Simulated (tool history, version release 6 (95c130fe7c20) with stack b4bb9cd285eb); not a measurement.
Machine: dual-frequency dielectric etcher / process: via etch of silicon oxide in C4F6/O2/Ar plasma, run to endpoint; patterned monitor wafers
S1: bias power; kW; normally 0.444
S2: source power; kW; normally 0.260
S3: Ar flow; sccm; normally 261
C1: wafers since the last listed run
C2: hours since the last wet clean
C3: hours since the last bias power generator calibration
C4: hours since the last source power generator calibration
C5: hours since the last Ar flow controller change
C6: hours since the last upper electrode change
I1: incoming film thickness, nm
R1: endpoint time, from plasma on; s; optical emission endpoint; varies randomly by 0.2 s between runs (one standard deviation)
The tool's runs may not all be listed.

run   hour     S1     S2   S3    C1     C2      C3      C4      C5      C6     I1    R1
  1    0.0  0.444  0.260  261     0  227.8  1712.4  3186.8  2347.8  4909.6  164.6  40.5
  2   28.6  0.444  0.260  261   410  256.4  1741.0  3215.4  2376.4  4938.2  162.7  40.0
  3   50.9  0.444  0.260  261   319  278.7  1763.3  3237.7  2398.7  4960.5  164.1  40.4
  4   63.1  0.444  0.260  313   175  290.9  1775.5  3249.9  2410.9  4972.7  165.0  41.6
  5  119.5  0.444  0.260  313   809  347.3  1831.9  3306.3  2467.3  5029.1  165.2  42.4
  6  138.3  0.444  0.260  261   269  366.1  1850.7  3325.1  2486.1  5047.9  165.3  40.6
  7  154.8  0.444  0.260  261   236  382.6  1867.2  3341.6  2502.6  5064.4  165.1  41.1
  8  180.4  0.444  0.260  261   367  408.2  1892.8  3367.2  2528.2  5090.0  165.2  41.2
  9  203.2  0.444  0.230  261   327  431.0  1915.6  3390.0  2551.0  5112.8  163.4  42.5
 10  217.7  0.444  0.230  261   208  445.5  1930.1  3404.5  2565.5  5127.3  164.0  43.2
     287.1  -- bias power generator calibrated
     323.6  -- Ar flow controller replaced
 11  324.1  0.444  0.230  261  1383  551.9    37.0  3510.9     0.5  5233.7  163.4  43.1
     374.5  -- wet clean of the chamber
 12  375.0  0.516  0.260  223   385    0.5    87.9  3561.8    51.4  5284.6  163.9  35.3
 13  388.6  0.516  0.260  223   195   14.1   101.5  3575.4    65.0  5298.2  164.6  35.6
 14  404.3  0.444  0.220  315   225   29.8   117.2  3591.1    80.7  5313.9  164.3  43.0
     460.1  -- upper electrode replaced
 15  460.6  0.394  0.290  209   463   86.1   173.5  3647.4   137.0     0.5  163.5  39.8
 16  460.9  0.344  0.260  261     4   86.4   173.8  3647.7   137.3     0.8  163.8  46.6
 17  471.5  0.371  0.260  228   152   97.0   184.4  3658.3   147.9    11.4  165.7  44.4
 18  503.1  0.538  0.260  261   453  128.6   216.0  3689.9   179.5    43.0  163.6  35.6
 19  536.6  0.444  0.260  261   480  162.1   249.5  3723.4   213.0    76.5  164.9  40.3
 20  555.9  0.444  0.260  261   276  181.4   268.8  3742.7   232.3    95.8  163.8  40.1
     623.6  -- source power generator calibrated
 21  637.0  0.444  0.300  227  1106  262.5   349.9    13.4   313.4   176.9  164.0  37.8
 22  742.5  0.530  0.260  261  1513  368.0   455.4   118.9   418.9   282.4  166.0  36.9
 23  774.9  0.444  0.260  261   464  400.4   487.8   151.3   451.3   314.8  162.8  40.7
 24  794.1  0.444  0.210  231   275  419.6   507.0   170.5   470.5   334.0  166.5  44.1

Predict the results of run 25:
 25  809.1  0.410  0.280  325  215  434.6  522.0  185.5  485.5  349.0  166.3   ?

Run 25 came out at R1 43.5 s.
Were there no unlogged condition in the tool, this run, its random variation unchanged, would have produced R1 42.0 s.
